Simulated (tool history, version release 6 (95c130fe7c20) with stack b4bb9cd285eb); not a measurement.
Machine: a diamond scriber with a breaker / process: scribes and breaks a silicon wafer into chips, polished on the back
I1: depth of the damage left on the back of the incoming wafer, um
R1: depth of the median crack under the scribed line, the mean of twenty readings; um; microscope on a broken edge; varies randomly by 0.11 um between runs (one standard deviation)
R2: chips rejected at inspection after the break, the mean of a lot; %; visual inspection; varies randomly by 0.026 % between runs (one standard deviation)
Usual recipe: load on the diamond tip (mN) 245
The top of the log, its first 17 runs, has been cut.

{"run": 18, "hour": 1228.7, "load on the diamond tip (mN)": 304, "I1": 0.03, "R1": 10.12, "R2": 2.69}
{"run": 19, "hour": 1304.0, "load on the diamond tip (mN)": 304, "I1": 0.05, "R1": 10.42, "R2": 2.85}
{"run": 20, "hour": 1351.3, "load on the diamond tip (mN)": 245, "I1": 0.04, "R1": 9.13, "R2": 0.62}
{"run": 21, "hour": 1389.5, "load on the diamond tip (mN)": 289, "I1": 0.02, "R1": 9.89, "R2": 1.85}
{"run": 22, "hour": 1492.5, "load on the diamond tip (mN)": 245, "I1": 0.02, "R1": 8.99, "R2": 0.61}
{"run": 23, "hour": 1563.5, "load on the diamond tip (mN)": 245, "I1": 0.03, "R1": 9.02, "R2": 0.61}
{"hour": 1581.6, "done": "diamond tip replaced by a new one"}
{"hour": 1658.0, "done": "load on the tip recalibrated"}
{"run": 24, "hour": 1661.0, "load on the diamond tip (mN)": 245, "I1": 0.04, "R1": 9.09, "R2": 0.59}
{"run": 25, "hour": 1747.6, "load on the diamond tip (mN)": 277, "I1": 0.04, "R1": 9.61, "R2": 1.44}
{"run": 26, "hour": 1828.4, "load on the diamond tip (mN)": 224, "I1": 0.03, "R1": 8.51, "R2": 0.97}
{"run": 27, "hour": 1865.8, "load on the diamond tip (mN)": 271, "I1": 0.03, "R1": 9.74, "R2": 1.09}
{"run": 28, "hour": 1919.2, "load on the diamond tip (mN)": 178, "I1": 0.03, "R1": 7.43, "R2": 5.18}
{"run": 29, "hour": 1973.0, "load on the diamond tip (mN)": 313, "I1": 0.02, "R1": 10.45, "R2": 3.39}
{"run": 30, "hour": 2058.3, "load on the diamond tip (mN)": 245, "I1": 0.04, "R1": 8.81, "R2": 0.62}
{"run": 31, "hour": 2116.9, "load on the diamond tip (mN)": 287, "I1": 0.01, "R1": 9.85, "R2": 1.73}
{"run": 32, "hour": 2173.4, "load on the diamond tip (mN)": 272, "I1": 0.03, "R1": 9.55, "R2": 1.12}
{"run": 33, "hour": 2248.4, "load on the diamond tip (mN)": 216, "I1": 0.02, "R1": 8.32, "R2": 1.21}
{"run": 34, "hour": 2309.2, "load on the diamond tip (mN)": 279, "I1": 0.02, "R1": 9.53, "R2": 1.27}
{"run": 35, "hour": 2387.5, "load on the diamond tip (mN)": 245, "I1": 0.03, "R1": 8.97, "R2": 0.59}
{"hour": 2401.2, "done": "load on the tip recalibrated"}
{"hour": 2409.4, "done": "diamond tip replaced by a new one"}
{"run": 36, "hour": 2489.2, "load on the diamond tip (mN)": 192, "I1": 0.03, "R1": 7.79, "R2": 3.18}
{"run": 37, "hour": 2560.0, "load on the diamond tip (mN)": 245, "I1": 0.02, "R1": 9.04, "R2": 0.64}
{"run": 38, "hour": 2618.4, "load on the diamond tip (mN)": 293, "I1": 0.02, "R1": 10.08, "R2": 2.22}
{"run": 39, "hour": 2681.6, "load on the diamond tip (mN)": 265, "I1": 0.01, "R1": 9.53, "R2": 0.85}
{"run": 40, "hour": 2766.7, "load on the diamond tip (mN)": 303, "I1": 0.01, "R1": 10.32, "R2": 2.65}
{"run": 41, "hour": 2849.3, "load on the diamond tip (mN)": 245, "I1": 0.01, "R1": 9.07, "R2": 0.6}
{"run": 42, "hour": 2911.5, "load on the diamond tip (mN)": 186, "I1": 0.04, "R1": 7.77, "R2": 4.1}

3 options for the next run, each taken on its own from the tool as it stands now. Forecast them:
{"run": "A", "hour": 2912.1, "load on the diamond tip (mN)": 245, "I1": 0.05, "R1": "?", "R2": "?"}
{"run": "B", "hour": 2912.1, "load on the diamond tip (mN)": 268, "I1": 0.05, "R1": "?", "R2": "?"}
{"run": "C", "hour": 2912.1, "load on the diamond tip (mN)": 295, "I1": 0.05, "R1": "?", "R2": "?"}

run=A R1=9.01 R2=0.6
run=B R1=9.5 R2=0.96
run=C R1=10.06 R2=2.13
Take away the tool's hidden state, keep each run's random variation, and the runs would have read:
run=A R1=9.01 R2=0.6
run=B R1=9.5 R2=0.96
run=C R1=10.06 R2=2.13
